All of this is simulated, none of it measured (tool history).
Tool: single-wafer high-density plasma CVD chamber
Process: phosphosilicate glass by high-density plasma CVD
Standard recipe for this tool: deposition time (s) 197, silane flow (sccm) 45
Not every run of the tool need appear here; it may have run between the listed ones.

run   hour  deposition time (s)  silane flow (sccm)  read-back reference wafer on the same gauge, thickness_nm  mean film thickness on the monitor wafer (nm)
  1    0.0                  197                  51                                                    718.045                                        942.061
  2   16.3                  197                  51                                                    718.812                                        952.208
  3   28.9                  197                  51                                                    718.149                                        943.307
  4   44.2                  189                  45                                                    718.975                                        799.743
  5   50.3                  197                  39                                                    718.838                                        723.385
  6   62.9                  197                  45                                                    719.883                                        833.870
  7   80.8                  197                  45                                                    719.450                                        832.361
  8   94.1                  197                  45                                                    718.378                                        829.632
  9  108.2                  197                  49                                                    718.270                                        904.999
 10  129.0                  197                  49                                                    717.699                                        904.797
 11  140.6                  175                  38                                                    719.298                                        620.846
 12  154.2                  175                  38                                                    717.793                                        622.977
 13  163.9                  175                  38                                                    719.092                                        619.476
 14  176.8                  182                  45                                                    718.600                                        765.939
 15  193.2                  182                  45                                                    719.628                                        764.403
 16  199.8                  197                  45                                                    718.919                                        826.649
 17  214.5                  197                  45                                                    717.848                                        831.523
 18  229.8                  197                  45                                                    719.520                                        830.491
     239.4  -- silane flow controller replaced
     239.6  -- gauge calibrated
 19  242.1                  214                  45                                                    718.680                                        952.220
 20  252.0                  214                  45                                                    719.695                                        940.407
 21  264.7                  197                  48                                                    718.298                                        933.296
 22  279.7                  197                  48                                                    718.102                                        932.105
 23  286.4                  197                  48                                                    718.766                                        926.022
 24  298.3                  211                  50                                                    718.666                                       1042.776
 25  312.2                  170                  48                                                    718.853                                        801.533
 26  327.0                  220                  45                                                    718.804                                        969.353
 27  335.1                  226                  45                                                    719.342                                        998.878
 28  345.9                  197                  53                                                    718.790                                       1030.608
 29  354.7                  163                  53                                                    719.080                                        849.320
 30  370.7                  212                  48                                                    718.614                                       1008.201
 31  404.7                  182                  45                                                    719.547                                        801.064
 32  421.0                  197                  45                                                    718.472                                        868.602

Expected results for the next run?
 33  428.1                  225                  50                                                          ?                                              ?

read-back reference wafer on the same gauge, thickness_nm: 718.222
mean film thickness on the monitor wafer (nm): 1099.492
If the tool had no hidden condition, the same run with the same run-to-run variation would have returned mean film thickness on the monitor wafer (nm) 1109.526.

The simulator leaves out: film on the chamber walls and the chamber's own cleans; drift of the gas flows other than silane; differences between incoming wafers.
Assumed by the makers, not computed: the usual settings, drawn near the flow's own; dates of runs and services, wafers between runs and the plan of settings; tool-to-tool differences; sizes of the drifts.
